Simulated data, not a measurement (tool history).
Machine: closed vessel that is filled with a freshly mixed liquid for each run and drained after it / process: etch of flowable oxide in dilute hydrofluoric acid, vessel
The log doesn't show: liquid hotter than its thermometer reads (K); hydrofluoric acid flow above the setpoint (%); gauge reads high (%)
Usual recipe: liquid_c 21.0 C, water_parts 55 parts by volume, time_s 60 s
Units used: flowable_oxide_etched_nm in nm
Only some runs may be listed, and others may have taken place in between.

| run | hour | liquid_c | water_parts | time_s | wafers since the last listed run | hours since the thermometer was replaced | hours since the hydrofluoric acid flow meter was replaced | hours since the gauge calibration | read-back film thickness of the flowable oxide reference wafer, read on the same gauge (nm) | flowable_oxide_etched_nm |
|---|---|---|---|---|---|---|---|---|---|---|
| 1 | 0.0 | 21.0 | 55 | 60 | 0 | 67.5 | 1135.7 | 46.1 | 69.97 | 41.16 |
|  | 8.7 | hydrofluoric acid flow meter replaced |
| 2 | 71.9 | 21.0 | 55 | 60 | 9384 | 139.4 | 63.2 | 118.0 | 70.00 | 40.93 |
| 3 | 170.2 | 21.0 | 55 | 60 | 13011 | 237.7 | 161.5 | 216.3 | 70.00 | 42.17 |
| 4 | 265.0 | 21.0 | 80 | 90 | 12548 | 332.5 | 256.3 | 311.1 | 69.99 | 41.81 |
| 5 | 318.3 | 21.0 | 80 | 90 | 7055 | 385.8 | 309.6 | 364.4 | 69.98 | 41.91 |
| 6 | 394.4 | 21.0 | 80 | 90 | 10072 | 461.9 | 385.7 | 440.5 | 70.00 | 41.93 |
| 7 | 433.9 | 21.0 | 55 | 60 | 5228 | 501.4 | 425.2 | 480.0 | 70.01 | 42.72 |
|  | 439.7 | thermometer replaced, repeated, since the last time left the tool worse |
| 8 | 506.1 | 21.0 | 55 | 60 | 9424 | 66.4 | 497.4 | 552.2 | 70.00 | 36.96 |
| 9 | 546.8 | 21.0 | 55 | 60 | 5387 | 107.1 | 538.1 | 592.9 | 70.01 | 37.52 |
| 10 | 641.4 | 19.5 | 55 | 45 | 12521 | 201.7 | 632.7 | 687.5 | 70.00 | 26.27 |
| 11 | 684.1 | 22.5 | 45 | 70 | 5651 | 244.4 | 675.4 | 730.2 | 70.01 | 57.61 |
| 12 | 726.5 | 21.0 | 30 | 60 | 5612 | 286.8 | 717.8 | 772.6 | 70.02 | 72.16 |
| 13 | 834.5 | 21.0 | 30 | 60 | 14295 | 394.8 | 825.8 | 880.6 | 70.00 | 72.27 |
| 14 | 934.5 | 21.0 | 85 | 45 | 13236 | 494.8 | 925.8 | 980.6 | 70.00 | 17.76 |
|  | 1027.2 | hydrofluoric acid flow meter replaced |
| 15 | 1223.2 | 21.0 | 55 | 35 | 38081 | 783.5 | 196.0 | 1269.3 | 70.00 | 22.59 |
| 16 | 1285.6 | 21.0 | 55 | 60 | 8259 | 845.9 | 258.4 | 1331.7 | 70.00 | 39.09 |
| 17 | 1360.0 | 21.0 | 30 | 90 | 9847 | 920.3 | 332.8 | 1406.1 | 70.00 | 111.45 |
| 18 | 1433.9 | 18.5 | 30 | 80 | 9781 | 994.2 | 406.7 | 1480.0 | 70.02 | 88.87 |
| 19 | 1526.9 | 21.0 | 70 | 60 | 12309 | 1087.2 | 499.7 | 1573.0 | 70.00 | 29.98 |
|  | 1597.9 | thermometer replaced |
| 20 | 1610.7 | 21.0 | 55 | 60 | 10959 | 12.8 | 583.5 | 1656.8 | 70.02 | 37.18 |
| 21 | 1648.5 | 22.5 | 65 | 70 | 5003 | 50.6 | 621.3 | 1694.6 | 70.01 | 38.98 |
|  | 1737.2 | gauge calibrated |
| 22 | 1744.8 | 21.0 | 55 | 60 | 12746 | 146.9 | 717.6 | 7.6 | 70.00 | 37.82 |
| 23 | 1809.9 | 26.0 | 80 | 60 | 8616 | 212.0 | 782.7 | 72.7 | 70.00 | 30.67 |
| 24 | 1912.4 | 21.0 | 55 | 60 | 13567 | 314.5 | 885.2 | 175.2 | 70.01 | 38.17 |
| 25 | 1960.1 | 19.5 | 55 | 30 | 6313 | 362.2 | 932.9 | 222.9 | 70.00 | 17.80 |
| 26 | 2057.7 | 22.5 | 30 | 85 | 12918 | 459.8 | 1030.5 | 320.5 | 70.00 | 108.41 |
|  | 2155.3 | hydrofluoric acid flow meter replaced |
| 27 | 2155.8 | 17.0 | 65 | 80 | 12852 | 557.9 | 0.5 | 418.6 | 70.00 | 36.08 |
| 28 | 2247.6 | 17.0 | 35 | 35 | 12151 | 649.7 | 92.3 | 510.4 | 69.99 | 30.45 |
| 29 | 2302.1 | 21.0 | 55 | 60 | 7213 | 704.2 | 146.8 | 564.9 | 70.00 | 38.46 |
| 30 | 2345.4 | 25.0 | 30 | 85 | 5731 | 747.5 | 190.1 | 608.2 | 69.99 | 121.33 |
| 31 | 2440.8 | 17.0 | 55 | 30 | 12627 | 842.9 | 285.5 | 703.6 | 69.98 | 16.28 |
| 32 | 2508.5 | 21.0 | 55 | 60 | 8961 | 910.6 | 353.2 | 771.3 | 70.01 | 39.29 |
|  | 2576.2 | thermometer replaced |
| 33 | 2577.9 | 21.0 | 55 | 60 | 9053 | 1.7 | 422.6 | 840.7 | 70.02 | 37.11 |

Here are 4 independent what-if runs from the current tool condition. What would each one return?
| A | 2578.6 | 21.0 | 55 | 60 | 92 | 2.4 | 423.3 | 841.4 | ? | ? |
| B | 2578.6 | 25.0 | 55 | 75 | 92 | 2.4 | 423.3 | 841.4 | ? | ? |
| C | 2578.6 | 23.0 | 70 | 75 | 92 | 2.4 | 423.3 | 841.4 | ? | ? |
| D | 2578.6 | 25.0 | 75 | 85 | 92 | 2.4 | 423.3 | 841.4 | ? | ? |

| run | read-back film thickness of the flowable oxide reference wafer, read on the same gauge (nm) | flowable_oxide_etched_nm |
|---|---|---|
| A | 70.00 | 37.12 |
| B | 70.00 | 54.74 |
| C | 70.00 | 38.88 |
| D | 70.00 | 44.30 |
Take away the tool's hidden state, keep each run's random variation, and the runs would have read:
| run | flowable_oxide_etched_nm |
|---|---|
| A | 36.98 |
| B | 54.54 |
| C | 38.73 |
| D | 44.14 |
